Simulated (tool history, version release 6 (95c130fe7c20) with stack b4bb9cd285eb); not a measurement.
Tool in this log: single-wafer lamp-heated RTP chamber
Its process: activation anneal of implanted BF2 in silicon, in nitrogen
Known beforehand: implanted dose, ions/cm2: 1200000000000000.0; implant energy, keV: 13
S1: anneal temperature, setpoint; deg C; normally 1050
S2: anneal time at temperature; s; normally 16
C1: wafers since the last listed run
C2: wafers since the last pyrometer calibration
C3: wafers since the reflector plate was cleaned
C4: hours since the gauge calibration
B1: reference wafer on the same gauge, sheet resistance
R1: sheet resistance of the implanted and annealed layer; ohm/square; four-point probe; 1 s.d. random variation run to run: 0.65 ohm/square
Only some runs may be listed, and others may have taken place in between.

run    hour    S1  S2    C1    C2    C3      C4      B1      R1
  1       0  1070  16     0  3585   270   519.5  169.01  140.49
  2    29.7  1027  11   343  3928   613   549.2  169.01  200.12
  3    60.1  1050  16   351  4280   965   579.6  168.89  157.32
  4   128.4  1050  16   790  5070  1755   647.9  168.98  156.82
  5   163.5  1050  16   405  5476  2161     683  169.12  156.23
  6     198  1058  16   399  5875  2560   717.5  168.96     148
  7   234.6  1058  16   423  6298  2983   754.1  169.03   148.7
  8   278.5  1058  16   507  6806  3491     798  168.98   147.5
  9   330.6  1050  16   602  7409  4094   850.1  168.98  153.21
 10   379.8  1050  16   569  7978  4663   899.3  168.96  152.41
        403  -- reflector plate cleaned
 11   418.3  1050  16   352  8331   177   937.8   169.1  151.91
      452.8  -- pyrometer window cleaned and pyrometer calibrated
 12   454.2  1050  16   322    16   500   973.7  169.08  159.83
 13   516.9  1050  16   725   741  1225  1036.4  168.93  159.98
 14   549.4  1050  16   375  1117  1601  1068.9  169.09  159.04
 15   587.3  1050  16   438  1555  2039  1106.8  168.91  160.05
 16   621.2  1073   9   392  1948  2431  1140.7  169.03  155.85
 17   774.1  1061  25  1768  3716  4200  1293.6  169.05  137.55
      802.4  -- reflector plate cleaned
 18   827.1  1050  16   520  4237   286  1346.6  168.89  157.57
 19   861.8  1059  16   401  4638   687  1381.3  168.99  148.25
 20   885.8  1028  12   277  4916   965  1405.3   168.9  194.15
      893.5  -- gauge calibrated
 21   934.1  1035  12   558  5474  1523    40.6  169.02  181.01
 22     973  1023  10   449  5924  1973    79.5  168.88  206.03
 23    1001  1066   7   323  6248  2297   107.5  169.18  165.77
 24  1044.3  1070  16   500  6749  2798   150.8  169.04  137.81
       1071  -- pyrometer window cleaned and pyrometer calibrated
 25  1081.4  1072  22   336   120  3135   187.9  169.04   131.8
 26  1150.3  1050  16   796   917  3932   256.8  169.07  158.41
 27  1195.5  1066   7   522  1440  4454     302  168.98  167.04
 28  1265.6  1050  16   810  2250  5265   372.1  168.92   158.2
       1291  -- reflector plate cleaned
 29  1307.2  1050  16   388  2639   187   413.7  169.06  157.74
 30  1372.9  1050  14   759  3399   947   479.4  168.97  159.74
 31  1411.2  1050  13   443  3842  1390   517.7  168.94   163.2
 32  1452.6  1050  16   478  4321  1869   559.1  169.06  156.74
 33  1502.7  1058  21   579  4900  2448   609.2  168.93  142.72
 34  1559.5  1031  11   656  5557  3105     666  168.97  190.25

For run 35, what comes out?
 35  1611.3  1076   7  599  6156  3704  717.8   ?   ?

{"run 35": {"B1": 169.12, "R1": 154.66}}
Minus the tool's unlogged condition, the same run would have read R1 159.15 ohm/square.
